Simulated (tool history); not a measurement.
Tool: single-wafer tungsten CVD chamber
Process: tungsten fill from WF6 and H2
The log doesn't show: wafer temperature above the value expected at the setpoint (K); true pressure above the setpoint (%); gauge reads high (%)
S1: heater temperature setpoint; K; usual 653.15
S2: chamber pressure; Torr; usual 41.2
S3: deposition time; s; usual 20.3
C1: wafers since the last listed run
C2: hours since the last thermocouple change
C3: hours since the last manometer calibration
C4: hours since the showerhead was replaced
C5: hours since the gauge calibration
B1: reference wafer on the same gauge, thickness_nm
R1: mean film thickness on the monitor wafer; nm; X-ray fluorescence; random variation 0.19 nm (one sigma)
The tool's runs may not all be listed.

run	hour	S1	S2	S3	C1	C2	C3	C4	C5	B1	R1
1	0	653.15	41.2	20.3	0	996.1	1064.9	4440.8	2101	53.502	47.311
2	101.3	653.15	41.2	20.3	1286	1097.4	1166.2	4542.1	2202.3	53.532	47.017
3	164.1	653.15	41.2	20.3	797	1160.2	1229	4604.9	2265.1	53.515	46.926
4	221.6	653.15	41.2	20.3	730	1217.7	1286.5	4662.4	2322.6	53.549	46.872
5	297.3	653.15	41.2	20.3	961	1293.4	1362.2	4738.1	2398.3	53.479	46.853
6	377.6	653.15	41.2	20.3	1019	1373.7	1442.5	4818.4	2478.6	53.551	46.903
# hour 473.3: thermocouple changed; heater temperature recalibrated
7	474.5	653.15	41.2	20.3	1129	1.2	1539.4	4915.3	2575.5	53.484	48.762
8	530.5	653.15	41.2	20.3	711	57.2	1595.4	4971.3	2631.5	53.465	48.5
9	569	653.15	35.8	20.3	489	95.7	1633.9	5009.8	2670	53.509	46.612
10	675.7	653.15	46.4	20.3	1355	202.4	1740.6	5116.5	2776.7	53.529	49.581
11	776.4	653.15	46.4	20.3	1279	303.1	1841.3	5217.2	2877.4	53.491	49.64
12	854.5	653.15	46.4	20.3	991	381.2	1919.4	5295.3	2955.5	53.501	49.418
13	952.9	653.15	41.2	20.3	1249	479.6	2017.8	5393.7	3053.9	53.486	47.861
# hour 978.8: showerhead replaced
14	1002.6	653.15	41.2	20.3	529	529.3	2067.5	23.8	3103.6	53.56	48.086
15	1063.7	653.15	41.2	20.3	776	590.4	2128.6	84.9	3164.7	53.528	47.941
16	1136.1	657.15	50.1	21.5	919	662.8	2201	157.3	3237.1	53.538	57.818
17	1213.5	641.15	47.6	22.6	983	740.2	2278.4	234.7	3314.5	53.485	42.322
# hour 1241.1: capacitance manometer re-zeroed and calibrated
18	1315.5	645.15	36.4	20.3	1193	842.2	74.4	336.7	3416.5	53.496	37.823
# hour 1321.3: gauge calibrated
19	1436.4	653.15	41.2	20.3	1535	963.1	195.3	457.6	115.1	53.55	46.44
20	1492.2	663.15	36.2	17.9	708	1018.9	251.1	513.4	170.9	53.531	48.905
21	1580.9	638.15	47	20.3	1126	1107.6	339.8	602.1	259.6	53.536	34.83
22	1645.5	666.15	45.9	24.2	820	1172.2	404.4	666.7	324.2	53.518	74.251
23	1703.2	653.15	41.2	20.3	732	1229.9	462.1	724.4	381.9	53.511	46.363
24	1801.4	653.15	46.4	20.3	1247	1328.1	560.3	822.6	480.1	53.454	47.855
25	1883.6	653.15	41.2	20.3	1044	1410.3	642.5	904.8	562.3	53.517	46.863
# hour 1925.9: thermocouple changed; heater temperature recalibrated
26	1982	653.15	41.2	20.3	1148	56.1	740.9	1003.2	660.7	53.458	47.701
27	2055.4	653.15	41.2	20.3	932	129.5	814.3	1076.6	734.1	53.461	47.632
28	2095.5	644.15	44.7	17.1	509	169.6	854.4	1116.7	774.2	53.476	33.79
29	2163.9	653.15	37.8	18	868	238	922.8	1185.1	842.6	53.524	41.249
30	2233	666.15	37.3	18.3	877	307.1	991.9	1254.2	911.7	53.448	54.512
31	2322.8	657.15	32.2	20.3	1140	396.9	1081.7	1344	1001.5	53.523	48.459
32	2361.9	647.15	48.4	20.3	496	436	1120.8	1383.1	1040.6	53.502	43.414
33	2406.8	653.15	45.4	20.3	570	480.9	1165.7	1428	1085.5	53.458	48.419
34	2456.5	653.15	41.2	23.5	631	530.6	1215.4	1477.7	1135.2	53.489	54.796
35	2524.7	648.15	41.2	17.1	866	598.8	1283.6	1545.9	1203.4	53.513	35.613

3 ways to go on from here, each from the tool as it stands after run 35. What would each give?
A	2525.1	653.15	50.5	20.3	5	599.2	1284	1546.3	1203.8	?	?
B	2525.1	664.15	32.8	20.3	5	599.2	1284	1546.3	1203.8	?	?
C	2525.1	653.15	31.2	23.2	5	599.2	1284	1546.3	1203.8	?	?

run	B1	R1
A	53.5	49.521
B	53.5	55.84
C	53.5	50.389
Without the tool's hidden state the same runs would have given:
run	R1
A	50.379
B	56.701
C	51.252
